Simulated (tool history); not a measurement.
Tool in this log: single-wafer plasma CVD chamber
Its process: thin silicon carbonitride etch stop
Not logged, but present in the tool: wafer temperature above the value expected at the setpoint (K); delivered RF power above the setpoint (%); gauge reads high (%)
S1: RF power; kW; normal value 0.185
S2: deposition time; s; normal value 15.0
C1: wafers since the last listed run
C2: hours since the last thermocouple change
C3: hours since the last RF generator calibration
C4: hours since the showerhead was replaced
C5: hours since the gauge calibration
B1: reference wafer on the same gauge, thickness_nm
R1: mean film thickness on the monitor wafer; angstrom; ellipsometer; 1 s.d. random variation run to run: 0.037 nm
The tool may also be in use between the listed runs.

run	day	S1	S2	C1	C2	C3	C4	C5	B1	R1
1	0.000	0.165	16.7	0	1340.1	8.8	929.9	26.9	7.583	89.44
2	4.383	0.185	15.0	1834	1445.3	114.0	1035.1	132.1	7.614	83.31
3	7.650	0.185	15.0	1366	1523.7	192.4	1113.5	210.5	7.630	83.94
# day 9.896: thermocouple changed; heater temperature recalibrated
4	9.917	0.185	15.0	809	0.5	246.8	1167.9	264.9	7.647	84.54
5	11.567	0.185	15.0	690	40.1	286.4	1207.5	304.5	7.649	84.32
6	14.283	0.185	15.0	1136	105.3	351.6	1272.7	369.7	7.664	83.76
7	16.346	0.185	15.0	863	154.8	401.1	1322.2	419.2	7.673	83.46
8	18.854	0.185	16.8	1049	215.0	461.3	1382.4	479.4	7.676	94.95
9	23.179	0.185	16.8	1809	318.8	565.1	1486.2	583.2	7.681	94.20
10	27.192	0.185	16.8	1679	415.1	661.4	1582.5	679.5	7.692	95.19
11	29.108	0.160	15.0	802	461.1	707.4	1628.5	725.5	7.696	81.57
12	33.033	0.160	15.0	1642	555.3	801.6	1722.7	819.7	7.697	81.39
13	36.171	0.175	15.0	1312	630.6	876.9	1798.0	895.0	7.711	83.84
14	44.750	0.175	15.0	3590	836.5	1082.8	2003.9	1100.9	7.708	83.24
15	48.008	0.185	15.8	1363	914.7	1161.0	2082.1	1179.1	7.708	89.83
16	49.867	0.150	15.8	777	959.3	1205.6	2126.7	1223.7	7.716	84.62
17	52.254	0.185	12.7	999	1016.6	1262.9	2184.0	1281.0	7.714	71.95
# day 54.317: gauge calibrated
18	56.025	0.185	15.0	1577	1107.1	1353.4	2274.5	41.0	7.577	83.00
19	57.933	0.205	15.0	798	1152.9	1399.2	2320.3	86.8	7.586	86.44
# day 58.925: RF generator calibrated
20	61.821	0.195	16.0	1487	1246.2	69.5	2413.6	180.1	7.618	90.99
21	64.317	0.160	12.7	1044	1306.1	129.4	2473.5	240.0	7.628	68.62
22	66.033	0.205	13.6	718	1347.3	170.6	2514.7	281.2	7.644	78.60
# day 66.767: thermocouple changed; heater temperature recalibrated
23	69.467	0.185	15.0	1297	64.8	253.0	2597.1	363.6	7.653	84.55
24	72.162	0.175	15.0	1128	129.5	317.7	2661.8	428.3	7.652	83.46
# day 73.396: showerhead replaced
25	75.533	0.220	12.8	1271	210.4	398.6	51.3	509.2	7.654	75.45
26	79.738	0.185	15.0	1759	311.3	499.5	152.2	610.1	7.676	84.57
27	83.017	0.175	13.2	1372	390.0	578.2	230.9	688.8	7.687	73.36
28	85.829	0.150	12.6	1176	457.5	645.7	298.4	756.3	7.683	66.71
29	88.812	0.185	15.0	1248	529.1	717.3	370.0	827.9	7.680	84.86
30	90.783	0.200	17.1	824	576.4	764.6	417.3	875.2	7.695	98.22
31	92.508	0.150	15.8	721	617.8	806.0	458.7	916.6	7.694	84.02

Pick out some run-to-run changes in R1. Of each, how much would a tool without hidden state show as well, from the settings, what came in and chance, and how much is left for the hidden state and any gauge scatter not in both results compared?
Run 1 -> 2: S1 0.165 -> 0.185, S2 16.7 -> 15.0. R1 -6.13 angstrom: hidden state +0.33, all else -6.46.
Run 17 -> 18: S2 12.7 -> 15.0, gauge calibrated. R1 +11.05 angstrom: hidden state -1.28, all else +12.33.
Run 20 -> 21: S1 0.195 -> 0.160, S2 16.0 -> 12.7. R1 -22.37 angstrom: hidden state -0.02, all else -22.35.
Run 28 -> 29: S1 0.150 -> 0.185, S2 12.6 -> 15.0. R1 +18.15 angstrom: hidden state +0.31, all else +17.84.
Run 30 -> 31: S1 0.200 -> 0.150, S2 17.1 -> 15.8. R1 -14.20 angstrom: hidden state -0.21, all else -13.99.

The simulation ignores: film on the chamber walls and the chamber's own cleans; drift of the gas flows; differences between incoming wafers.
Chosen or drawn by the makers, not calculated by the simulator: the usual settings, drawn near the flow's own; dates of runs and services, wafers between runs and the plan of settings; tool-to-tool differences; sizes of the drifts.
